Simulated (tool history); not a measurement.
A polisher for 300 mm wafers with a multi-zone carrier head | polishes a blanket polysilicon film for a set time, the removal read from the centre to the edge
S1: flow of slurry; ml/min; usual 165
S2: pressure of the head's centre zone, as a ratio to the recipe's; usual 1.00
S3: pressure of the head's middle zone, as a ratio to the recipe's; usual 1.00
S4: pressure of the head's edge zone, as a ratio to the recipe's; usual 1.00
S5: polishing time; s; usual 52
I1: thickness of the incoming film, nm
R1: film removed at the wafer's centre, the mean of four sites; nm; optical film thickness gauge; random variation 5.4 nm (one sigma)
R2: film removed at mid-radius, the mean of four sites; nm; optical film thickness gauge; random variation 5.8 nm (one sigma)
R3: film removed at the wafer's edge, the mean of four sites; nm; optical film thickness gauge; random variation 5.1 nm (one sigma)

Run 1, hour 0.0: usual settings; I1 1866.8. Result: R1 535.0 nm, R2 508.0 nm, R3 529.5 nm.
Run 2, hour 25.2: usual settings but S3 1.09; I1 1838.3. Result: R1 534.6 nm, R2 549.2 nm, R3 529.3 nm.
Run 3, hour 45.5: usual settings but S3 1.09; I1 1866.4. Result: R1 537.8 nm, R2 538.6 nm, R3 526.5 nm.
Run 4, hour 60.5: usual settings but S3 1.09; I1 1876.2. Result: R1 527.5 nm, R2 544.7 nm, R3 532.5 nm.
Run 5, hour 93.7: usual settings; I1 1854.5. Result: R1 528.2 nm, R2 509.5 nm, R3 528.7 nm.
At hour 111.8: worn pad replaced by a new one.
Run 6, hour 128.6: usual settings; I1 1894.8. Result: R1 530.1 nm, R2 509.8 nm, R3 529.1 nm.
Run 7, hour 146.2: usual settings; I1 1898.4. Result: R1 526.1 nm, R2 499.6 nm, R3 543.0 nm.
Run 8, hour 165.4: usual settings; I1 1869.9. Result: R1 535.5 nm, R2 519.0 nm, R3 531.7 nm.
Run 9, hour 179.8: usual settings; I1 1870.4. Result: R1 529.4 nm, R2 511.7 nm, R3 535.8 nm.
Run 10, hour 209.0: usual settings; I1 1904.6. Result: R1 527.6 nm, R2 524.3 nm, R3 529.8 nm.
Run 11, hour 221.2: usual settings but S4 0.93, S5 69 s; I1 1859.9. Result: R1 702.9 nm, R2 697.5 nm, R3 680.7 nm.
At hour 241.8: centre zone pressure recalibrated.
Run 12, hour 256.4: usual settings but S1 205 ml/min, S3 1.09, S5 59 s; I1 1864.8. Result: R1 623.3 nm, R2 648.0 nm, R3 624.2 nm.
At hour 267.6: worn pad replaced by a new one.
At hour 272.5: edge zone pressure recalibrated.
Run 13, hour 278.6: usual settings but S3 1.08; I1 1866.1. Result: R1 538.8 nm, R2 542.1 nm, R3 528.5 nm.
At hour 283.9: carrier head's membrane replaced by a new one.
Run 14, hour 314.0: usual settings; I1 1873.6. Result: R1 535.1 nm, R2 511.5 nm, R3 531.8 nm.
At hour 397.2: worn pad replaced by a new one.
Run 15, hour 407.1: usual settings but S3 1.09; I1 1873.3. Result: R1 523.0 nm, R2 539.7 nm, R3 527.9 nm.
At hour 431.8: slurry nozzle cleaned.
Run 16, hour 451.9: usual settings but S2 0.89, S3 1.04, S4 1.10; I1 1843.9. Result: R1 481.8 nm, R2 534.6 nm, R3 553.9 nm.
Run 17, hour 464.2: usual settings but S1 150 ml/min, S2 0.94, S5 65 s; I1 1847.9. Result: R1 617.1 nm, R2 632.0 nm, R3 667.2 nm.
Run 18, hour 484.8: usual settings but S2 0.97, S4 1.05; I1 1874.1. Result: R1 505.8 nm, R2 511.9 nm, R3 538.5 nm.
Run 19, hour 515.0: usual settings but S2 0.92, S3 1.03, S5 45 s; I1 1870.7. Result: R1 413.5 nm, R2 451.9 nm, R3 468.0 nm.
Run 20, hour 543.3: usual settings; I1 1894.1. Result: R1 540.9 nm, R2 514.8 nm, R3 530.2 nm.
At hour 554.3: worn pad replaced by a new one.
Run 21, hour 576.8: usual settings but S1 215 ml/min, S2 0.94, S4 0.90, S5 59 s; I1 1875.4. Result: R1 591.5 nm, R2 598.2 nm, R3 587.3 nm.
At hour 601.9: centre zone pressure recalibrated.
Run 22, hour 605.0: usual settings but S2 1.11, S3 1.05, S5 45 s; I1 1867.7. Result: R1 513.0 nm, R2 464.7 nm, R3 459.2 nm.

Forecast each of these 4 alternatives for the next run:
Run A, hour 605.4: usual settings; I1 1873.3. Result: R1 ?, R2 ?, R3 ?.
Run B, hour 605.4: usual settings but S4 0.96, S5 69 s; I1 1873.3. Result: R1 ?, R2 ?, R3 ?.
Run C, hour 605.4: usual settings but S1 185 ml/min; I1 1873.3. Result: R1 ?, R2 ?, R3 ?.
Run D, hour 605.4: usual settings but S1 140 ml/min, S2 1.05, S4 0.94; I1 1873.3. Result: R1 ?, R2 ?, R3 ?.

run     R1     R2     R3
  A  524.2  515.6  529.4
  B  695.6  684.1  688.9
  C  531.8  522.3  534.4
  D  538.7  505.6  506.8
Without the tool's hidden state the same runs would have given:
run     R1     R2     R3
  A  524.2  515.6  529.4
  B  695.6  684.1  688.9
  C  531.8  522.3  534.4
  D  538.7  505.6  506.8

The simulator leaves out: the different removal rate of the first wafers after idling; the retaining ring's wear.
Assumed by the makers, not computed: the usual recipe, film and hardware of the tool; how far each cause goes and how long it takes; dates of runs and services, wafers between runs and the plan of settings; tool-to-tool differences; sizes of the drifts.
